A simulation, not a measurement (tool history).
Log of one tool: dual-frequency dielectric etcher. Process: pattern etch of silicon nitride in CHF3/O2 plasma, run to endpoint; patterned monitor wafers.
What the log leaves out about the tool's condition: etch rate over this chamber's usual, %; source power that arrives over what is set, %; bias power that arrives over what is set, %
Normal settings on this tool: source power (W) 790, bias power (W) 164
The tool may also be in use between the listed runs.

run   hour  source power (W)  bias power (W)  wafers since the last listed run  hours since the last wet clean  hours since the last source power generator calibration  hours since the last bias power generator calibration  hours since the last upper electrode change  incoming incoming film thickness, nm  endpoint time (s)
  1    0.0               650             180                                 0                            93.0                                                   3974.2                                                 2965.2                                       4859.7                                 110.1               78.9
  2   42.9               790             164                               470                           135.9                                                   4017.1                                                 3008.1                                       4902.6                                 110.7               71.7
  3  111.4               790             164                               751                           204.4                                                   4085.6                                                 3076.6                                       4971.1                                 110.7               71.7
  4  144.5               790             164                               363                           237.5                                                   4118.7                                                 3109.7                                       5004.2                                 109.7               71.4
  5  205.7               790             164                               671                           298.7                                                   4179.9                                                 3170.9                                       5065.4                                 109.6               71.0
  6  244.3               790             164                               423                           337.3                                                   4218.5                                                 3209.5                                       5104.0                                 109.0               70.3
     263.3  -- bias power generator calibrated
     280.2  -- wet clean of the chamber
     311.5  -- upper electrode replaced
  7  312.0               790             164                               250                            31.8                                                   4286.2                                                   48.7                                          0.5                                 111.5               71.9
  8  342.8               790             164                               338                            62.6                                                   4317.0                                                   79.5                                         31.3                                 109.7               70.8
  9  385.7               920             202                               470                           105.5                                                   4359.9                                                  122.4                                         74.2                                 112.4               62.7
 10  427.4               650             180                               457                           147.2                                                   4401.6                                                  164.1                                        115.9                                 110.3               79.5
     431.6  -- source power generator calibrated
 11  478.5               790             164                               517                           198.3                                                     46.9                                                  215.2                                        167.0                                 111.3               71.9
 12  548.9               600             164                               772                           268.7                                                    117.3                                                  285.6                                        237.4                                 110.2               85.9
 13  601.6               610             178                               578                           321.4                                                    170.0                                                  338.3                                        290.1                                 109.6               82.9
 14  656.8               640             164                               605                           376.6                                                    225.2                                                  393.5                                        345.3                                 110.0               81.5
     706.2  -- wet clean of the chamber
 15  728.2               900             135                               520                            22.0                                                    296.6                                                  464.9                                        416.7                                 109.3               68.3
 16  795.6               920             198                               739                            89.4                                                    364.0                                                  532.3                                        484.1                                 110.0               62.2
 17  856.6               630             136                               669                           150.4                                                    425.0                                                  593.3                                        545.1                                 109.5               86.3

Hidden state at the last listed run before each entry between runs and at the first one after, where it differs:
From run 6 to run 7: bias power generator calibrated (hour 263.3); wet clean of the chamber (hour 280.2); upper electrode replaced (hour 311.5)
  no difference in the tool's unlogged condition between these two runs
From run 10 to run 11: source power generator calibrated (hour 431.6)
  no difference in the tool's unlogged condition between these two runs
From run 14 to run 15: wet clean of the chamber (hour 706.2)
  no difference in the tool's unlogged condition between these two runs

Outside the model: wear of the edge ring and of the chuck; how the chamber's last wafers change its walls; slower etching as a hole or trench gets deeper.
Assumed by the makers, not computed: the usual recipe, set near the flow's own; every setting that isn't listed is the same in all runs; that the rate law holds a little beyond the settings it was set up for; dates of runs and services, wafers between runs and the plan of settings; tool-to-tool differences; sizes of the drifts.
